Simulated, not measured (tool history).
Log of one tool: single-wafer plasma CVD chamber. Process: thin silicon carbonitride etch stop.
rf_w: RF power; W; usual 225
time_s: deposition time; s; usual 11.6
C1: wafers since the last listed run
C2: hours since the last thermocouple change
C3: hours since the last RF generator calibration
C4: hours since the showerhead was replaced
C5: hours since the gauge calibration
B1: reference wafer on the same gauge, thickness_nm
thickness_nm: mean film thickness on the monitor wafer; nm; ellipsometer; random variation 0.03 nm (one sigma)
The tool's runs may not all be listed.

Run 1, hour 0.0: usual settings; C1 0; C2 1853.5; C3 925.9; C4 3109.0; C5 1881.0; B1 5.491. Result: thickness_nm 5.839 nm.
Run 2, hour 103.0: usual settings; C1 3351; C2 1956.5; C3 1028.9; C4 3212.0; C5 1984.0; B1 5.483. Result: thickness_nm 5.810 nm.
Run 3, hour 162.7: usual settings; C1 1942; C2 2016.2; C3 1088.6; C4 3271.7; C5 2043.7; B1 5.487. Result: thickness_nm 5.839 nm.
Run 4, hour 211.1: usual settings but time_s 12.8 s; C1 1575; C2 2064.6; C3 1137.0; C4 3320.1; C5 2092.1; B1 5.485. Result: thickness_nm 6.486 nm.
At hour 262.7: RF generator calibrated.
Run 5, hour 286.3: usual settings; C1 2186; C2 2139.8; C3 23.6; C4 3395.3; C5 2167.3; B1 5.495. Result: thickness_nm 5.759 nm.
Run 6, hour 341.0: usual settings; C1 1780; C2 2194.5; C3 78.3; C4 3450.0; C5 2222.0; B1 5.503. Result: thickness_nm 5.765 nm.
Run 7, hour 538.8: usual settings; C1 6436; C2 2392.3; C3 276.1; C4 3647.8; C5 2419.8; B1 5.488. Result: thickness_nm 5.652 nm.
Run 8, hour 594.5: usual settings; C1 1812; C2 2448.0; C3 331.8; C4 3703.5; C5 2475.5; B1 5.482. Result: thickness_nm 5.702 nm.
Run 9, hour 685.3: usual settings but time_s 12.9 s; C1 2954; C2 2538.8; C3 422.6; C4 3794.3; C5 2566.3; B1 5.485. Result: thickness_nm 6.342 nm.
Run 10, hour 791.8: usual settings; C1 3465; C2 2645.3; C3 529.1; C4 3900.8; C5 2672.8; B1 5.478. Result: thickness_nm 5.733 nm.
At hour 854.5: RF generator calibrated, repeated, since the last time left the tool worse.
Run 11, hour 855.0: usual settings; C1 1796; C2 2708.5; C3 0.5; C4 3964.0; C5 2736.0; B1 5.501. Result: thickness_nm 5.957 nm.
At hour 876.5: showerhead replaced.
Run 12, hour 902.2: usual settings; C1 1275; C2 2755.7; C3 47.7; C4 25.7; C5 2783.2; B1 5.485. Result: thickness_nm 5.914 nm.
Run 13, hour 971.6: usual settings but time_s 12.5 s; C1 2258; C2 2825.1; C3 117.1; C4 95.1; C5 2852.6; B1 5.483. Result: thickness_nm 6.404 nm.
Run 14, hour 1010.0: usual settings but time_s 12.5 s; C1 1249; C2 2863.5; C3 155.5; C4 133.5; C5 2891.0; B1 5.495. Result: thickness_nm 6.418 nm.
Run 15, hour 1059.3: usual settings but time_s 12.5 s; C1 1604; C2 2912.8; C3 204.8; C4 182.8; C5 2940.3; B1 5.485. Result: thickness_nm 6.384 nm.
At hour 1155.2: thermocouple changed; heater temperature recalibrated.
Run 16, hour 1155.7: usual settings; C1 2876; C2 0.5; C3 301.2; C4 279.2; C5 3036.7; B1 5.490. Result: thickness_nm 5.918 nm.
Run 17, hour 1193.0: usual settings but rf_w 210 W; C1 1213; C2 37.8; C3 338.5; C4 316.5; C5 3074.0; B1 5.501. Result: thickness_nm 5.735 nm.
Run 18, hour 1303.9: usual settings but rf_w 185 W, time_s 10.2 s; C1 3608; C2 148.7; C3 449.4; C4 427.4; C5 3184.9; B1 5.494. Result: thickness_nm 4.886 nm.
Run 19, hour 1342.0: usual settings but rf_w 185 W, time_s 9.6 s; C1 1239; C2 186.8; C3 487.5; C4 465.5; C5 3223.0; B1 5.487. Result: thickness_nm 4.585 nm.
Run 20, hour 1444.5: usual settings; C1 3335; C2 289.3; C3 590.0; C4 568.0; C5 3325.5; B1 5.478. Result: thickness_nm 5.848 nm.
At hour 1471.5: gauge calibrated.
Run 21, hour 1551.9: usual settings but rf_w 240 W, time_s 13.2 s; C1 3494; C2 396.7; C3 697.4; C4 675.4; C5 80.4; B1 5.485. Result: thickness_nm 6.796 nm.
Run 22, hour 1642.5: usual settings but rf_w 180 W, time_s 13.5 s; C1 2948; C2 487.3; C3 788.0; C4 766.0; C5 171.0; B1 5.495. Result: thickness_nm 6.318 nm.
Run 23, hour 1682.9: usual settings but rf_w 185 W, time_s 10.2 s; C1 1314; C2 527.7; C3 828.4; C4 806.4; C5 211.4; B1 5.499. Result: thickness_nm 4.790 nm.
Run 24, hour 1758.6: usual settings but rf_w 180 W, time_s 10.2 s; C1 2463; C2 603.4; C3 904.1; C4 882.1; C5 287.1; B1 5.485. Result: thickness_nm 4.731 nm.
Run 25, hour 1802.2: usual settings but time_s 13.9 s; C1 1418; C2 647.0; C3 947.7; C4 925.7; C5 330.7; B1 5.496. Result: thickness_nm 7.054 nm.
Run 26, hour 1866.3: usual settings but rf_w 190 W; C1 2085; C2 711.1; C3 1011.8; C4 989.8; C5 394.8; B1 5.488. Result: thickness_nm 5.465 nm.
Run 27, hour 1959.2: usual settings but rf_w 190 W, time_s 13.7 s; C1 3023; C2 804.0; C3 1104.7; C4 1082.7; C5 487.7; B1 5.487. Result: thickness_nm 6.475 nm.
At hour 2002.1: RF generator calibrated.
Run 28, hour 2015.5: usual settings but time_s 13.7 s; C1 1571; C2 860.3; C3 13.4; C4 1139.0; C5 544.0; B1 5.484. Result: thickness_nm 6.979 nm.
Run 29, hour 2073.5: usual settings but rf_w 200 W, time_s 10.5 s; C1 1887; C2 918.3; C3 71.4; C4 1197.0; C5 602.0; B1 5.491. Result: thickness_nm 5.123 nm.
Run 30, hour 2183.7: usual settings; C1 3586; C2 1028.5; C3 181.6; C4 1307.2; C5 712.2; B1 5.494. Result: thickness_nm 5.961 nm.
Run 31, hour 2224.0: usual settings; C1 1311; C2 1068.8; C3 221.9; C4 1347.5; C5 752.5; B1 5.486. Result: thickness_nm 5.952 nm.
Run 32, hour 2291.1: usual settings; C1 2183; C2 1135.9; C3 289.0; C4 1414.6; C5 819.6; B1 5.492. Result: thickness_nm 5.917 nm.
Run 33, hour 2335.2: usual settings but rf_w 215 W; C1 1435; C2 1180.0; C3 333.1; C4 1458.7; C5 863.7; B1 5.484. Result: thickness_nm 5.852 nm.
Run 34, hour 2397.0: usual settings; C1 2011; C2 1241.8; C3 394.9; C4 1520.5; C5 925.5; B1 5.485. Result: thickness_nm 5.822 nm.
Run 35, hour 2480.3: usual settings but rf_w 245 W, time_s 10.5 s; C1 2710; C2 1325.1; C3 478.2; C4 1603.8; C5 1008.8; B1 5.499. Result: thickness_nm 5.534 nm.
Run 36, hour 2582.1: usual settings; C1 3312; C2 1426.9; C3 580.0; C4 1705.6; C5 1110.6; B1 5.486. Result: thickness_nm 5.887 nm.

Forecast each of these 3 alternatives for the next run:
Run A, hour 2582.5: usual settings; C1 13; C2 1427.3; C3 580.4; C4 1706.0; C5 1111.0; B1 ?. Result: thickness_nm ?.
Run B, hour 2582.5: usual settings but rf_w 240 W, time_s 10.0 s; C1 13; C2 1427.3; C3 580.4; C4 1706.0; C5 1111.0; B1 ?. Result: thickness_nm ?.
Run C, hour 2582.5: usual settings but rf_w 245 W, time_s 13.3 s; C1 13; C2 1427.3; C3 580.4; C4 1706.0; C5 1111.0; B1 ?. Result: thickness_nm ?.

run     B1  thickness_nm
  A  5.475         5.873
  B  5.475         5.181
  C  5.475         6.941
Without the tool's hidden state the same runs would have given:
run  thickness_nm
  A         5.922
  B         5.223
  C         6.998

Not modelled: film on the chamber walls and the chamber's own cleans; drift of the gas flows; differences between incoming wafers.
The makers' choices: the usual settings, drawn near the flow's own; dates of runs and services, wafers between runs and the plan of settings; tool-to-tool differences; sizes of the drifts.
